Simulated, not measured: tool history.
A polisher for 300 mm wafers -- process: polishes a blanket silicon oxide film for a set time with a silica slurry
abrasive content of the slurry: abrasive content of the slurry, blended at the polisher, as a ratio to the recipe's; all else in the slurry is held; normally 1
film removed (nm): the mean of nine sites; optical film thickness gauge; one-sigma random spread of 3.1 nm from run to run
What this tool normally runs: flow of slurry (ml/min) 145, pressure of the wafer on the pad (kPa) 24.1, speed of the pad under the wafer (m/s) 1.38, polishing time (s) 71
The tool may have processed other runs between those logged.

run	hour	flow of slurry (ml/min)	pressure of the wafer on the pad (kPa)	speed of the pad under the wafer (m/s)	abrasive content of the slurry	polishing time (s)	wafers since the last listed run	wafers polished on this pad	hours since the slurry nozzle was cleaned	hours since the head pressure was calibrated	hours since the slurry blender was calibrated	hours since the conditioning disc was replaced	incoming thickness of the incoming film, nm	film removed (nm)
1	0	145	24.1	1.38	1	71	0	7	317.2	1195.1	322.6	379.7	1472.6	229.6
2	11.4	145	24.1	1.38	1	71	129	137	328.6	1206.5	334	391.1	1467.2	216.5
3	26.4	145	24.1	1.38	1	71	170	308	343.6	1221.5	349	406.1	1462.6	205.8
4	40.3	145	24.1	1.38	1	71	158	466	357.5	1235.4	362.9	420	1469.2	209
5	58.3	145	24.1	1.38	1	71	205	671	375.5	1253.4	380.9	438	1473	201
# hour 63.9: worn pad replaced by a new one
6	76.2	145	24.1	1.38	1	71	158	140	393.4	1271.3	398.8	455.9	1463	224.4
7	89.6	145	24.1	1.38	1	71	152	292	406.8	1284.7	412.2	469.3	1479.4	206.9
# hour 101: head pressure recalibrated
8	105.3	145	24.1	1.38	1	71	156	448	422.5	4.3	427.9	485	1469.7	208
# hour 116.4: worn pad replaced by a new one
9	119.3	145	24.1	1.38	1	71	113	33	436.5	18.3	441.9	499	1453.2	233.1
10	127.2	145	24.1	1.38	1	71	89	123	444.4	26.2	449.8	506.9	1465.2	215.9
11	133.2	130	24.1	1.38	1.15	71	68	191	450.4	32.2	455.8	512.9	1482.3	218.2
# hour 137.4: conditioning disc replaced and pad reconditioned
12	139.6	195	24.1	0.98	1	87	50	241	456.8	38.6	462.2	2.2	1463.3	211.8
13	149.3	145	31	1.74	1	71	110	352	466.5	48.3	471.9	11.9	1497.7	303.1
# hour 152.6: slurry blender recalibrated
14	163.1	185	18.6	1.38	1	71	134	486	480.3	62.1	10.5	25.7	1484.3	171.4
15	172.1	145	24.1	1.38	0.9	71	102	589	489.3	71.1	19.5	34.7	1467.5	191.8
# hour 176.5: worn pad replaced by a new one
16	179.5	145	31	1.74	1	71	38	34	496.7	78.5	26.9	42.1	1463.9	334.5
# hour 183: slurry nozzle cleaned
17	195.1	190	24.1	1.38	0.8	71	166	200	12.1	94.1	42.5	57.7	1454.6	197.4
18	201.1	145	24.1	1.66	1	71	68	268	18.1	100.1	48.5	63.7	1470.5	238.3
19	215.4	145	24.1	1.12	1	52	162	431	32.4	114.4	62.8	78	1475.5	130
20	231.2	145	31	1.74	1	71	179	611	48.2	130.2	78.6	93.8	1456.2	293.5
# hour 237.8: worn pad replaced by a new one
21	243.3	95	20.7	1.7	1.3	71	92	62	60.3	142.3	90.7	105.9	1469.4	228.3

What would each run have given without the hidden state, its run-to-run variation left as it was?
What the log doesn't record here: removal rate lost through wear of the pad, %; slurry flow missing at the pad, %; deviation of the head's pressure from its setpoint, %; abrasive missing from the slurry, %; time polished since the conditioner stopped cutting, s.
run	film removed (nm)
1	231.1
2	233.1
3	232.3
4	240.8
5	234.3
6	241.7
7	232.6
8	239.5
9	240.1
10	232.7
11	241.1
12	238.7
13	348.3
14	200
15	225.1
16	342.6
17	218
18	267.6
19	149.5
20	341.7
21	238.8
